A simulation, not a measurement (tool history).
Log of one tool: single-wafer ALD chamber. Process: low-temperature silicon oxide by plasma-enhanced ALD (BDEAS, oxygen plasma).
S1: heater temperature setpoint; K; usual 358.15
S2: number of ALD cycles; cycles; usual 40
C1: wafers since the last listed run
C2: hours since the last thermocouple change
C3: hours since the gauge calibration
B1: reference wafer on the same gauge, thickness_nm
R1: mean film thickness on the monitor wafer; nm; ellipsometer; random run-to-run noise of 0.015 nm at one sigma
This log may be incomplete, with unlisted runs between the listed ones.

| run | hour | S1 | S2 | C1 | C2 | C3 | B1 | R1 |
|---|---|---|---|---|---|---|---|---|
| 1 | 0 | 358.15 | 43 | 0 | 1415.1 | 311 | 5.408 | 6.395 |
| 2 | 44.6 | 358.15 | 40 | 364 | 1459.7 | 355.6 | 5.414 | 5.977 |
| 3 | 76.1 | 358.15 | 40 | 257 | 1491.2 | 387.1 | 5.418 | 5.974 |
| 4 | 110.4 | 358.15 | 40 | 280 | 1525.5 | 421.4 | 5.422 | 5.952 |
| 5 | 193.7 | 358.15 | 40 | 681 | 1608.8 | 504.7 | 5.435 | 6.01 |
| 6 | 225.3 | 358.15 | 40 | 258 | 1640.4 | 536.3 | 5.433 | 6 |
| 7 | 275 | 358.15 | 46 | 406 | 1690.1 | 586 | 5.448 | 6.907 |
| 8 | 328.9 | 369.15 | 32 | 441 | 1744 | 639.9 | 5.453 | 4.652 |
| 9 | 369.8 | 372.15 | 46 | 334 | 1784.9 | 680.8 | 5.462 | 6.606 |
| 10 | 441.4 | 358.15 | 40 | 585 | 1856.5 | 752.4 | 5.481 | 6.085 |
|  | 451 | gauge calibrated |
| 11 | 478.6 | 358.15 | 40 | 304 | 1893.7 | 27.6 | 5.412 | 5.963 |
|  | 529.3 | thermocouple changed; heater temperature recalibrated |
| 12 | 539.5 | 358.15 | 40 | 432 | 10.2 | 88.5 | 5.412 | 5.978 |
| 13 | 611.4 | 346.15 | 35 | 588 | 82.1 | 160.4 | 5.415 | 5.446 |
| 14 | 650 | 367.15 | 44 | 315 | 120.7 | 199 | 5.418 | 6.391 |
| 15 | 716.8 | 358.15 | 34 | 546 | 187.5 | 265.8 | 5.425 | 5.105 |

Branching from run 15: 4 alternative next runs. What would each branch give?
| A | 717.3 | 358.15 | 36 | 4 | 188 | 266.3 | ? | ? |
| B | 717.3 | 362.15 | 48 | 4 | 188 | 266.3 | ? | ? |
| C | 717.3 | 346.15 | 44 | 4 | 188 | 266.3 | ? | ? |
| D | 717.3 | 373.15 | 40 | 4 | 188 | 266.3 | ? | ? |

| run | B1 | R1 |
|---|---|---|
| A | 5.419 | 5.383 |
| B | 5.419 | 7.082 |
| C | 5.419 | 6.841 |
| D | 5.419 | 5.684 |
With no hidden state in the tool, these same runs would have given:
| run | R1 |
|---|---|
| A | 5.362 |
| B | 7.054 |
| C | 6.814 |
| D | 5.661 |
